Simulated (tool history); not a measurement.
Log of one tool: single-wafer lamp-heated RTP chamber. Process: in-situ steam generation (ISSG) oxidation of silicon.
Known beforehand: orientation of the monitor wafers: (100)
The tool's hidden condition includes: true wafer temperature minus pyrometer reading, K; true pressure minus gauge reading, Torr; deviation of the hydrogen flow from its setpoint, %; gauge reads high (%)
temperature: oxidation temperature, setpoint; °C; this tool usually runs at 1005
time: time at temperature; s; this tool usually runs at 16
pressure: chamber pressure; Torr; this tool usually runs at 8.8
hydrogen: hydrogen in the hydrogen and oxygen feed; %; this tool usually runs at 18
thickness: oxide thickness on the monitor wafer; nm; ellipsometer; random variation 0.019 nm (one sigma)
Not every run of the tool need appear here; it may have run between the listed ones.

run   hour  temperature  time  pressure  hydrogen  wafers since the last listed run  wafers since the last pyrometer calibration  hours since the pressure gauge was zeroed  hours since the hydrogen flow controller was replaced  hours since the gauge calibration  read-back reference wafer on the same gauge, thickness  thickness
  1    0.0         1005    16       8.3        18                                 0                                         3288                                     1821.9                                                 6049.1                              162.1                                                   5.869      4.914
  2    9.1         1005    16       8.3        18                               121                                         3409                                     1831.0                                                 6058.2                              171.2                                                   5.875      4.961
       9.8  -- gauge calibrated
  3   17.2         1005    16       8.3        18                               107                                         3517                                     1839.1                                                 6066.3                                7.4                                                   5.872      4.923
  4   25.9          991    16       8.8        18                               115                                         3633                                     1847.8                                                 6075.0                               16.1                                                   5.873      4.639
  5   45.3          991    16       8.8        18                               258                                         3891                                     1867.2                                                 6094.4                               35.5                                                   5.878      4.636
  6   58.6          991    16       8.8        18                               177                                         4068                                     1880.5                                                 6107.7                               48.8                                                   5.888      4.638
  7   70.5         1005    16       8.8        18                               158                                         4227                                     1892.4                                                 6119.6                               60.7                                                   5.881      4.928
      78.5  -- hydrogen flow controller replaced
  8   79.0         1005    16       8.8        18                                 6                                         4234                                     1900.9                                                    0.5                               69.2                                                   5.877      4.916
  9   86.9         1005    16       8.8        11                               105                                         4339                                     1908.8                                                    8.4                               77.1                                                   5.879      4.422
 10  100.2         1005    16       8.8        11                               177                                         4516                                     1922.1                                                   21.7                               90.4                                                   5.885      4.419
 11  115.8         1005    16       8.8        18                               207                                         4723                                     1937.7                                                   37.3                              106.0                                                   5.877      4.922
     126.9  -- pressure gauge zeroed
 12  127.4         1005    16       8.8        18                                47                                         4771                                        0.5                                                   48.9                              117.6                                                   5.884      4.918
     145.4  -- pyrometer window cleaned and pyrometer calibrated
 13  145.9         1005    12       8.8        18                               139                                            6                                       19.0                                                   67.4                              136.1                                                   5.886      4.300
 14  155.6          989    14       9.4        14                               129                                          135                                       28.7                                                   77.1                              145.8                                                   5.885      4.096
 15  173.3          998    16      10.0        27                               235                                          371                                       46.4                                                   94.8                              163.5                                                   5.882      5.154
 16  187.1         1005    20       8.8        18                               183                                          554                                       60.2                                                  108.6                              177.3                                                   5.895      5.430
     191.8  -- gauge calibrated
 17  216.7         1005    16       8.8        18                               394                                          948                                       89.8                                                  138.2                               24.9                                                   5.883      4.909
 18  223.8          988    14       8.8        27                                94                                         1043                                       96.9                                                  145.3                               32.0                                                   5.873      4.818
 19  236.9          998    10       8.8        18                               174                                         1217                                      110.0                                                  158.4                               45.1                                                   5.875      3.905
 20  245.7         1005    16       8.8        26                               117                                         1334                                      118.8                                                  167.2                               53.9                                                   5.868      5.328
 21  252.6         1005    21       9.2        28                                91                                         1426                                      125.7                                                  174.1                               60.8                                                   5.873      6.114

3 options for the next run, each taken on its own from the tool as it stands now. Forecast them:
  A  253.0         1005    16       8.8        18                                 5                                         1432                                      126.1                                                  174.5                               61.2                                                       ?          ?
  B  253.0         1020    16       8.8        18                                 5                                         1432                                      126.1                                                  174.5                               61.2                                                       ?          ?
  C  253.0         1020    14       8.1        18                                 5                                         1432                                      126.1                                                  174.5                               61.2                                                       ?          ?

run  read-back reference wafer on the same gauge, thickness  thickness
  A                                                   5.873      4.910
  B                                                   5.873      5.224
  C                                                   5.873      4.923
What these runs would have given with no unlogged condition in the tool:
run  thickness
  A      4.910
  B      5.224
  C      4.923
